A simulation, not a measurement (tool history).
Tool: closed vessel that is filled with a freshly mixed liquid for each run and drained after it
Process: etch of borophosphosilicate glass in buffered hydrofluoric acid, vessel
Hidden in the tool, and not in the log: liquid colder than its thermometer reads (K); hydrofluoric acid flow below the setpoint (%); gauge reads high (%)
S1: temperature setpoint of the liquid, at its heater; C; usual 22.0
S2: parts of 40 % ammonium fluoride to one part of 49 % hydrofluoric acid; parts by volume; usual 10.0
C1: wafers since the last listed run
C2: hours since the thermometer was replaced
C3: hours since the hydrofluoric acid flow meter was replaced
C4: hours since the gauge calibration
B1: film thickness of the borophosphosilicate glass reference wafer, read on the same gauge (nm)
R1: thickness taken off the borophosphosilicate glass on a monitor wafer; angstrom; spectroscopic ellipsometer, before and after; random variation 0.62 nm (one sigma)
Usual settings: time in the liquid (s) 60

Run 1, hour 0.0: usual settings but S2 12.5 parts by volume; C1 0; C2 1028.1; C3 1762.2; C4 185.6; B1 110.00. Result: R1 587.3 angstrom.
Run 2, hour 29.9: usual settings but S2 12.5 parts by volume; C1 3895; C2 1058.0; C3 1792.1; C4 215.5; B1 110.00. Result: R1 585.7 angstrom.
Run 3, hour 57.2: usual settings but S2 12.5 parts by volume; C1 3557; C2 1085.3; C3 1819.4; C4 242.8; B1 110.03. Result: R1 578.7 angstrom.
Run 4, hour 89.8: usual settings but S1 25.5 C; C1 4247; C2 1117.9; C3 1852.0; C4 275.4; B1 110.00. Result: R1 869.5 angstrom.
Run 5, hour 102.0: usual settings but S1 25.5 C; C1 1589; C2 1130.1; C3 1864.2; C4 287.6; B1 110.01. Result: R1 878.7 angstrom.
Run 6, hour 126.0: usual settings; C1 3127; C2 1154.1; C3 1888.2; C4 311.6; B1 110.01. Result: R1 725.5 angstrom.
Run 7, hour 159.1: usual settings; C1 4312; C2 1187.2; C3 1921.3; C4 344.7; B1 110.02. Result: R1 715.7 angstrom.
Run 8, hour 182.6: usual settings; C1 3061; C2 1210.7; C3 1944.8; C4 368.2; B1 110.01. Result: R1 716.5 angstrom.
Run 9, hour 203.0: usual settings but S1 20.0 C; C1 2658; C2 1231.1; C3 1965.2; C4 388.6; B1 110.01. Result: R1 645.8 angstrom.
Run 10, hour 218.2: usual settings but S1 20.0 C; C1 1980; C2 1246.3; C3 1980.4; C4 403.8; B1 110.00. Result: R1 645.6 angstrom.
Run 11, hour 250.4: usual settings but S1 20.0 C; C1 4195; C2 1278.5; C3 2012.6; C4 436.0; B1 109.98. Result: R1 634.4 angstrom.
Run 12, hour 268.9: usual settings but S1 19.5 C, time in the liquid (s) 50; C1 2410; C2 1297.0; C3 2031.1; C4 454.5; B1 109.99. Result: R1 516.0 angstrom.
Run 13, hour 296.1: usual settings but S1 19.0 C; C1 3544; C2 1324.2; C3 2058.3; C4 481.7; B1 110.03. Result: R1 593.6 angstrom.
Run 14, hour 316.2: usual settings but S1 24.0 C, S2 6.5 parts by volume, time in the liquid (s) 75; C1 2618; C2 1344.3; C3 2078.4; C4 501.8; B1 110.00. Result: R1 1481.5 angstrom.
Run 15, hour 346.0: usual settings but S1 17.0 C, S2 6.5 parts by volume, time in the liquid (s) 80; C1 3882; C2 1374.1; C3 2108.2; C4 531.6; B1 109.99. Result: R1 1067.7 angstrom.
Run 16, hour 371.6: usual settings but S1 18.5 C; C1 3335; C2 1399.7; C3 2133.8; C4 557.2; B1 110.00. Result: R1 578.9 angstrom.
At hour 380.4: gauge calibrated.
At hour 389.7: hydrofluoric acid flow meter replaced.
Run 17, hour 397.3: usual settings but S1 27.0 C, time in the liquid (s) 85; C1 3218; C2 1425.4; C3 7.6; C4 16.9; B1 110.02. Result: R1 1466.7 angstrom.
At hour 423.5: thermometer replaced.
Run 18, hour 429.9: usual settings but S1 19.0 C; C1 4117; C2 6.4; C3 40.2; C4 49.5; B1 109.99. Result: R1 713.2 angstrom.
Run 19, hour 447.7: usual settings but S1 26.5 C, S2 14.0 parts by volume, time in the liquid (s) 85; C1 2319; C2 24.2; C3 58.0; C4 67.3; B1 109.98. Result: R1 1084.6 angstrom.
Run 20, hour 475.3: usual settings; C1 3596; C2 51.8; C3 85.6; C4 94.9; B1 109.98. Result: R1 833.3 angstrom.
Run 21, hour 488.9: usual settings but S1 24.5 C, S2 13.0 parts by volume, time in the liquid (s) 90; C1 1772; C2 65.4; C3 99.2; C4 108.5; B1 110.02. Result: R1 1112.3 angstrom.
Run 22, hour 503.2: usual settings but S2 7.5 parts by volume, time in the liquid (s) 45; C1 1863; C2 79.7; C3 113.5; C4 122.8; B1 109.99. Result: R1 809.3 angstrom.
Run 23, hour 535.4: usual settings; C1 4195; C2 111.9; C3 145.7; C4 155.0; B1 109.99. Result: R1 825.5 angstrom.

The next listed run, before its measurement:
Run 24, hour 554.0: usual settings; C1 2423; C2 130.5; C3 164.3; C4 173.6; B1 ?. Result: R1 ?.

Run 24 gave B1 109.97, R1 819.7 angstrom.
Without the tool's hidden state the same run would have given R1 860.3 angstrom.
